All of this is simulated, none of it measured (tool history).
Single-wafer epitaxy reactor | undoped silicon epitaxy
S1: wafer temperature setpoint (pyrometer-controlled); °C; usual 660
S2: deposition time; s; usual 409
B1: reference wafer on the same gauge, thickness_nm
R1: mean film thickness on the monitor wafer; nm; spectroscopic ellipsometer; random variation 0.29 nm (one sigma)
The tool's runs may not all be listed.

{"run": 1, "hour": 0.0, "S1": 660, "S2": 409, "B1": 89.389, "R1": 78.716}
{"run": 2, "hour": 60.4, "S1": 660, "S2": 409, "B1": 89.399, "R1": 78.337}
{"run": 3, "hour": 83.4, "S1": 660, "S2": 409, "B1": 89.407, "R1": 78.121}
{"run": 4, "hour": 102.3, "S1": 660, "S2": 409, "B1": 89.402, "R1": 78.063}
{"run": 5, "hour": 124.4, "S1": 670, "S2": 409, "B1": 89.386, "R1": 96.514}
{"run": 6, "hour": 156.2, "S1": 670, "S2": 409, "B1": 89.39, "R1": 96.058}
{"run": 7, "hour": 182.1, "S1": 670, "S2": 409, "B1": 89.394, "R1": 95.82}
{"run": 8, "hour": 205.3, "S1": 660, "S2": 409, "B1": 89.483, "R1": 77.317}
{"run": 9, "hour": 226.5, "S1": 660, "S2": 409, "B1": 89.453, "R1": 76.887}
{"run": 10, "hour": 257.7, "S1": 668, "S2": 451, "B1": 89.386, "R1": 100.697}
{"run": 11, "hour": 283.3, "S1": 656, "S2": 374, "B1": 89.407, "R1": 64.317}
{"hour": 291.0, "done": "gauge calibrated"}
{"run": 12, "hour": 301.9, "S1": 660, "S2": 409, "B1": 89.414, "R1": 76.805}
{"hour": 341.0, "done": "pyrometer calibrated"}
{"run": 13, "hour": 341.5, "S1": 647, "S2": 489, "B1": 89.402, "R1": 75.251}
{"run": 14, "hour": 356.6, "S1": 648, "S2": 474, "B1": 89.425, "R1": 74.592}
{"run": 15, "hour": 372.2, "S1": 660, "S2": 409, "B1": 89.402, "R1": 83.35}
{"run": 16, "hour": 404.1, "S1": 660, "S2": 371, "B1": 89.437, "R1": 76.161}
{"run": 17, "hour": 425.9, "S1": 654, "S2": 447, "B1": 89.381, "R1": 80.796}
{"run": 18, "hour": 453.4, "S1": 652, "S2": 464, "B1": 89.391, "R1": 80.248}

Forecast each of these 3 alternatives for the next run:
{"run": "A", "hour": 453.9, "S1": 660, "S2": 409, "B1": "?", "R1": "?"}
{"run": "B", "hour": 453.9, "S1": 665, "S2": 438, "B1": "?", "R1": "?"}
{"run": "C", "hour": 453.9, "S1": 674, "S2": 385, "B1": "?", "R1": "?"}

run=A B1=89.366 R1=83.8
run=B B1=89.366 R1=99.931
run=C B1=89.366 R1=106.291
Without the tool's hidden state the same runs would have given:
run=A R1=83.312
run=B R1=99.356
run=C R1=105.691
